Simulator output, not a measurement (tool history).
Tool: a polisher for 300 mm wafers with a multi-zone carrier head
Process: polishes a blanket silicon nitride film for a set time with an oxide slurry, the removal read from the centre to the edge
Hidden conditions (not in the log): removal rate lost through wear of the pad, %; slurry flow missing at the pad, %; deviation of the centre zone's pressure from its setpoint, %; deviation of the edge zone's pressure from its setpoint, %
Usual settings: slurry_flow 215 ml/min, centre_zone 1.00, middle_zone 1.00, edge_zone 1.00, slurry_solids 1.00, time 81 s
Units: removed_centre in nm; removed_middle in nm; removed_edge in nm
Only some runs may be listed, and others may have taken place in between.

run	day	slurry_flow	centre_zone	middle_zone	edge_zone	slurry_solids	time	wafers since the last listed run	wafers polished on this pad	hours since the slurry nozzle was cleaned	hours since the centre zone pressure was calibrated	hours since the edge zone pressure was calibrated	hours since the carrier head's membrane was replaced	incoming thickness of the incoming film, nm	removed_centre	removed_middle	removed_edge
1	0.000	215	1.00	1.00	1.00	1.05	81	0	5987	488.6	342.5	916.7	1627.9	402.2	58.4	58.5	60.3
# day 0.471: worn pad replaced by a new one
2	1.883	215	1.00	1.00	1.00	1.05	81	432	356	533.8	387.7	961.9	1673.1	407.4	58.6	58.9	59.3
# day 2.933: carrier head's membrane replaced by a new one
# day 3.504: edge zone pressure recalibrated
# day 4.775: slurry nozzle cleaned
3	5.229	215	1.00	1.00	1.00	1.05	81	759	1116	10.9	468.0	41.4	55.1	409.1	58.1	60.1	59.7
4	8.792	215	1.00	1.00	1.00	1.00	81	898	2014	96.4	553.5	126.9	140.6	407.7	57.3	59.2	58.8
5	10.604	215	1.00	1.00	1.00	1.00	67	457	2471	139.9	597.0	170.4	184.1	412.9	47.3	48.6	49.8
6	14.271	215	1.00	1.00	1.00	1.00	81	924	3396	227.9	685.0	258.4	272.1	411.9	56.1	58.5	59.8
7	18.533	215	1.00	1.00	1.00	1.25	59	1075	4471	330.2	787.3	360.7	374.4	410.6	44.5	46.0	46.9
# day 20.871: worn pad replaced by a new one
8	30.850	215	1.00	1.00	1.00	0.80	63	3064	2516	625.8	1082.9	656.3	670.0	402.9	40.1	42.3	42.9
# day 32.483: centre zone pressure recalibrated
9	33.325	145	1.00	1.00	1.04	1.15	96	603	3119	685.2	20.2	715.7	729.4	410.5	69.5	69.8	73.0
# day 34.471: slurry nozzle cleaned
10	37.496	215	1.00	1.00	1.00	0.80	63	1041	4161	72.6	120.3	815.8	829.5	409.1	42.1	42.5	43.1
11	39.871	215	1.09	1.00	1.07	1.00	95	598	4760	129.6	177.3	872.8	886.5	407.1	74.2	67.9	71.7
# day 41.775: worn pad replaced by a new one
12	42.108	215	1.00	0.92	1.00	1.00	56	522	84	183.3	231.0	926.5	940.2	406.2	39.4	37.4	41.4
13	44.642	215	1.04	1.00	1.00	1.00	81	638	723	244.1	291.8	987.3	1001.0	410.2	59.9	58.6	59.8
14	47.792	215	1.00	1.00	1.00	1.00	81	794	1517	319.7	367.4	1062.9	1076.6	410.1	56.7	58.3	59.9
15	50.738	215	1.00	1.00	0.91	1.00	81	742	2260	390.4	438.1	1133.6	1147.3	412.8	56.5	58.7	57.0
# day 51.188: edge zone pressure recalibrated
16	54.829	290	0.96	1.00	0.91	1.20	81	1010	3271	488.6	536.3	87.4	1245.5	410.3	59.0	63.4	61.4
17	56.762	175	1.00	1.00	1.00	1.00	81	487	3759	535.0	582.7	133.8	1291.9	406.1	55.0	56.6	59.1

Run 18 is up next; what results do you expect?
# day 60.438: slurry nozzle cleaned
18	60.621	215	1.00	1.00	1.00	0.70	81	962	4721	4.4	675.3	226.4	1384.5	404.9	?	?	?

For run 18 the tool returned removed_centre 49.6 nm, removed_middle 52.0 nm, removed_edge 53.4 nm.
Take away the tool's hidden state, keep the run-to-run variation as it was, and the same run would have given removed_centre 51.8 nm, removed_middle 52.0 nm, removed_edge 53.4 nm.

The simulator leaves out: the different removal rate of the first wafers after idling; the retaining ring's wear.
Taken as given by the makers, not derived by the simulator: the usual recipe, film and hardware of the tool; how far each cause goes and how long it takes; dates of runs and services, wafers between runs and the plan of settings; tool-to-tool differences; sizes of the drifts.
